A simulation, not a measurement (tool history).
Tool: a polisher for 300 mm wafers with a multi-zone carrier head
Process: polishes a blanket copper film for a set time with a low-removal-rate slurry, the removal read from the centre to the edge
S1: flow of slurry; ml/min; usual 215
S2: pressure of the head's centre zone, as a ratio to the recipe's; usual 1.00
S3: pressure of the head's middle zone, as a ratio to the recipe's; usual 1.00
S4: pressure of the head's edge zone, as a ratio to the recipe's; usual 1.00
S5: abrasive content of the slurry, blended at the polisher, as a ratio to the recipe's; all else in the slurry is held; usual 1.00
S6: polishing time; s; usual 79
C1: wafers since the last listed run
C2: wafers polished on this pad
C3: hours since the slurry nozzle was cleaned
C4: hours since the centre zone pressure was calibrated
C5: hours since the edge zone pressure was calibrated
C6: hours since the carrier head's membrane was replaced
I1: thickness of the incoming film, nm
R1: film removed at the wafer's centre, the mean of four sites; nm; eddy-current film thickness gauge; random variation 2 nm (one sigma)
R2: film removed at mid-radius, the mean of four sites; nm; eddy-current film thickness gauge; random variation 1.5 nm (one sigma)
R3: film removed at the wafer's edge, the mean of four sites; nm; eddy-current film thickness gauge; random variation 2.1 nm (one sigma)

run 1 day=0.000 | S1=215 S2=1.00 S3=1.00 S4=1.00 S5=1.00 S6=79 | C1=0 C2=257 C3=270.9 C4=278.4 C5=693.9 C6=852.8 | I1=875.7 | R1=182.4 R2=162.8 R3=170.4
run 2 day=0.271 | S1=215 S2=1.00 S3=1.00 S4=1.00 S5=1.00 S6=79 | C1=44 C2=302 C3=277.4 C4=284.9 C5=700.4 C6=859.3 | I1=864.3 | R1=180.6 R2=161.7 R3=165.4
run 3 day=0.717 | S1=215 S2=1.00 S3=1.00 S4=1.00 S5=1.00 S6=79 | C1=73 C2=376 C3=288.1 C4=295.6 C5=711.1 C6=870.0 | I1=869.2 | R1=181.4 R2=161.4 R3=167.5
run 4 day=1.429 | S1=245 S2=1.00 S3=1.00 S4=1.00 S5=1.00 S6=79 | C1=118 C2=494 C3=305.2 C4=312.7 C5=728.2 C6=887.1 | I1=860.6 | R1=186.9 R2=163.9 R3=169.5
run 5 day=1.725 | S1=245 S2=1.00 S3=1.00 S4=1.00 S5=1.00 S6=79 | C1=49 C2=543 C3=312.3 C4=319.8 C5=735.3 C6=894.2 | I1=867.2 | R1=185.2 R2=164.8 R3=166.2
run 6 day=2.467 | S1=215 S2=1.00 S3=1.00 S4=1.00 S5=1.00 S6=79 | C1=122 C2=666 C3=330.1 C4=337.6 C5=753.1 C6=912.0 | I1=869.0 | R1=178.5 R2=160.7 R3=168.7
run 7 day=2.800 | S1=215 S2=1.00 S3=1.00 S4=1.00 S5=1.00 S6=79 | C1=55 C2=721 C3=338.1 C4=345.6 C5=761.1 C6=920.0 | I1=854.3 | R1=181.4 R2=164.2 R3=167.0
run 8 day=3.192 | S1=215 S2=1.00 S3=1.00 S4=1.00 S5=1.00 S6=79 | C1=64 C2=786 C3=347.5 C4=355.0 C5=770.5 C6=929.4 | I1=866.9 | R1=181.7 R2=163.9 R3=164.8
run 9 day=3.454 | S1=215 S2=1.00 S3=1.00 S4=1.00 S5=1.00 S6=79 | C1=43 C2=829 C3=353.8 C4=361.3 C5=776.8 C6=935.7 | I1=861.9 | R1=182.4 R2=163.7 R3=166.5
-- day=4.050 edge zone pressure recalibrated
run 10 day=4.071 | S1=215 S2=1.00 S3=1.00 S4=1.00 S5=1.00 S6=90 | C1=88 C2=918 C3=368.6 C4=376.1 C5=0.5 C6=950.5 | I1=850.7 | R1=208.0 R2=185.4 R3=186.5
-- day=4.796 worn pad replaced by a new one
run 11 day=4.817 | S1=215 S2=1.00 S3=1.00 S4=1.00 S5=1.00 S6=79 | C1=95 C2=3 C3=386.5 C4=394.0 C5=18.4 C6=968.4 | I1=850.9 | R1=184.6 R2=161.8 R3=167.0
run 12 day=5.371 | S1=215 S2=1.00 S3=1.00 S4=1.00 S5=1.00 S6=79 | C1=91 C2=95 C3=399.8 C4=407.3 C5=31.7 C6=981.7 | I1=868.3 | R1=181.4 R2=164.2 R3=164.0
run 13 day=5.646 | S1=215 S2=1.00 S3=1.00 S4=1.00 S5=1.00 S6=79 | C1=45 C2=140 C3=406.4 C4=413.9 C5=38.3 C6=988.3 | I1=863.3 | R1=182.4 R2=161.5 R3=164.2
-- day=6.317 carrier head's membrane replaced by a new one, of another model than before
run 14 day=6.383 | S1=260 S2=1.00 S3=1.00 S4=1.00 S5=1.00 S6=79 | C1=87 C2=228 C3=424.1 C4=431.6 C5=56.0 C6=1.6 | I1=847.2 | R1=188.9 R2=170.4 R3=168.5
-- day=6.988 centre zone pressure recalibrated
run 15 day=7.008 | S1=215 S2=1.00 S3=1.00 S4=1.00 S5=1.00 S6=79 | C1=89 C2=318 C3=439.1 C4=0.5 C5=71.0 C6=16.6 | I1=875.4 | R1=166.2 R2=163.2 R3=165.8
-- day=7.442 slurry nozzle cleaned
run 16 day=7.592 | S1=215 S2=1.00 S3=1.07 S4=1.00 S5=1.00 S6=94 | C1=89 C2=408 C3=3.6 C4=14.5 C5=85.0 C6=30.6 | I1=861.5 | R1=202.2 R2=203.3 R3=197.7
run 17 day=7.933 | S1=215 S2=1.00 S3=1.00 S4=0.94 S5=1.00 S6=104 | C1=56 C2=464 C3=11.8 C4=22.7 C5=93.2 C6=38.8 | I1=850.2 | R1=218.1 R2=212.2 R3=208.6
run 18 day=8.262 | S1=215 S2=1.00 S3=1.00 S4=0.90 S5=1.00 S6=105 | C1=54 C2=519 C3=19.7 C4=30.6 C5=101.1 C6=46.7 | I1=862.8 | R1=225.2 R2=214.8 R3=201.6
run 19 day=8.683 | S1=215 S2=1.00 S3=1.00 S4=1.00 S5=0.80 S6=79 | C1=69 C2=588 C3=29.8 C4=40.7 C5=111.2 C6=56.8 | I1=872.1 | R1=161.6 R2=155.9 R3=157.3
run 20 day=9.212 | S1=140 S2=1.04 S3=1.00 S4=1.00 S5=1.25 S6=87 | C1=87 C2=676 C3=42.5 C4=53.4 C5=123.9 C6=69.5 | I1=862.5 | R1=177.7 R2=173.5 R3=179.1
run 21 day=9.754 | S1=270 S2=0.92 S3=1.00 S4=1.00 S5=0.75 S6=59 | C1=89 C2=766 C3=55.5 C4=66.4 C5=136.9 C6=82.5 | I1=869.3 | R1=115.2 R2=118.3 R3=120.2

The tool's hidden state at each run:
removal rate lost through wear of the pad, %: 0 in every run
slurry flow missing at the pad, %: 0 in every run
deviation of the edge zone's pressure from its setpoint, %: 0 in every run
H1: deviation of the centre zone's pressure from its setpoint, %
run=1 H1=10
run=2 H1=10.1
run=3 H1=10.2
run=4 H1=10.4
run=5 H1=10.5
run=6 H1=10.7
run=7 H1=10.8
run=8 H1=10.9
run=9 H1=10.9
run=10 H1=11
run=11 H1=11.2
run=12 H1=11.3
run=13 H1=11.3
run=14 H1=11.4
run=15 H1=0.352
run=16 H1=1.4
run=17 H1=1.98
run=18 H1=2.5
run=19 H1=3.14
run=20 H1=3.88
run=21 H1=4.59
